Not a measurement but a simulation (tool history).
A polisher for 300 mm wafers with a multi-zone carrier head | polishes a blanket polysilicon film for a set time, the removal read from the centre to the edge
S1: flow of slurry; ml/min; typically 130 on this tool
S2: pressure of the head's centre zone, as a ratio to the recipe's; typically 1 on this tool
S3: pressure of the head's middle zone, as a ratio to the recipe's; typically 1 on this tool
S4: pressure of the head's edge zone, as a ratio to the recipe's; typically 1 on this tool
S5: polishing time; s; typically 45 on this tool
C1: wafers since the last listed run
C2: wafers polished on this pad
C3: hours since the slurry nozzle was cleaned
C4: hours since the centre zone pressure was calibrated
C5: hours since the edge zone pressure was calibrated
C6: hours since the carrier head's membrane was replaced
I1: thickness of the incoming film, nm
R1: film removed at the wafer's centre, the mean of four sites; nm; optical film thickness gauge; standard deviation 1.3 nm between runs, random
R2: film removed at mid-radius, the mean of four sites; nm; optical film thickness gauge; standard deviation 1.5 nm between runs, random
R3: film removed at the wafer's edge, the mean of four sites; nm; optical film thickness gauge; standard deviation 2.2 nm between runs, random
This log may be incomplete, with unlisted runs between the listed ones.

| run | hour | S1 | S2 | S3 | S4 | S5 | C1 | C2 | C3 | C4 | C5 | C6 | I1 | R1 | R2 | R3 |
|---|---|---|---|---|---|---|---|---|---|---|---|---|---|---|---|---|
| 1 | 0 | 130 | 1 | 1 | 1 | 33 | 0 | 921 | 829.7 | 594.8 | 1338.7 | 1513.2 | 2203.7 | 118.5 | 125.4 | 130.6 |
|  | 3.9 | edge zone pressure recalibrated |
|  | 6.5 | slurry nozzle cleaned |
| 2 | 7.7 | 130 | 1 | 1 | 1 | 33 | 69 | 991 | 1.2 | 602.5 | 3.8 | 1520.9 | 2265.6 | 118.5 | 124.8 | 129.9 |
| 3 | 14.1 | 130 | 1 | 1 | 1 | 45 | 95 | 1086 | 7.6 | 608.9 | 10.2 | 1527.3 | 2214.4 | 158.6 | 167.3 | 175.4 |
|  | 25.1 | worn pad replaced by a new one |
| 4 | 26.1 | 130 | 1 | 1 | 1 | 45 | 118 | 14 | 19.6 | 620.9 | 22.2 | 1539.3 | 2248.2 | 167.7 | 174.8 | 185.1 |
| 5 | 33.1 | 130 | 1 | 1 | 1 | 45 | 103 | 118 | 26.6 | 627.9 | 29.2 | 1546.3 | 2275.3 | 165.9 | 176 | 188.2 |
| 6 | 75.1 | 130 | 1 | 1 | 1 | 45 | 623 | 742 | 68.6 | 669.9 | 71.2 | 1588.3 | 2273.8 | 163.7 | 172 | 181.2 |
| 7 | 84.1 | 130 | 1 | 1 | 1 | 48 | 133 | 876 | 77.6 | 678.9 | 80.2 | 1597.3 | 2227.3 | 174.4 | 182.7 | 194.2 |
| 8 | 91.9 | 130 | 1 | 1 | 1 | 31 | 115 | 992 | 85.4 | 686.7 | 88 | 1605.1 | 2247.2 | 111.2 | 119.6 | 124.7 |
| 9 | 99.5 | 165 | 1 | 1 | 1.1 | 45 | 112 | 1105 | 93 | 694.3 | 95.6 | 1612.7 | 2245.1 | 166.9 | 174.6 | 189.2 |
|  | 105 | worn pad replaced by a new one |
| 10 | 108 | 130 | 0.96 | 0.9 | 1 | 45 | 66 | 44 | 101.5 | 702.8 | 104.1 | 1621.2 | 2227.9 | 159.7 | 161.6 | 183.3 |
| 11 | 121.4 | 130 | 1 | 1 | 1 | 45 | 199 | 243 | 114.9 | 716.2 | 117.5 | 1634.6 | 2216.7 | 166.4 | 175.3 | 183.7 |

What does the tool deliver on the next run?
|  | 137.3 | carrier head's membrane replaced by a new one |
| 12 | 137.8 | 100 | 1.07 | 1 | 1 | 45 | 169 | 412 | 131.3 | 732.6 | 133.9 | 0.5 | 2227.9 | ? | ? | ? |

{"run 12": {"R1": 162.9, "R2": 162.5, "R3": 175.6}}
The same run, on a tool lacking any hidden state, would have yielded R1 179.1 nm, R2 164 nm, R3 177.4 nm.
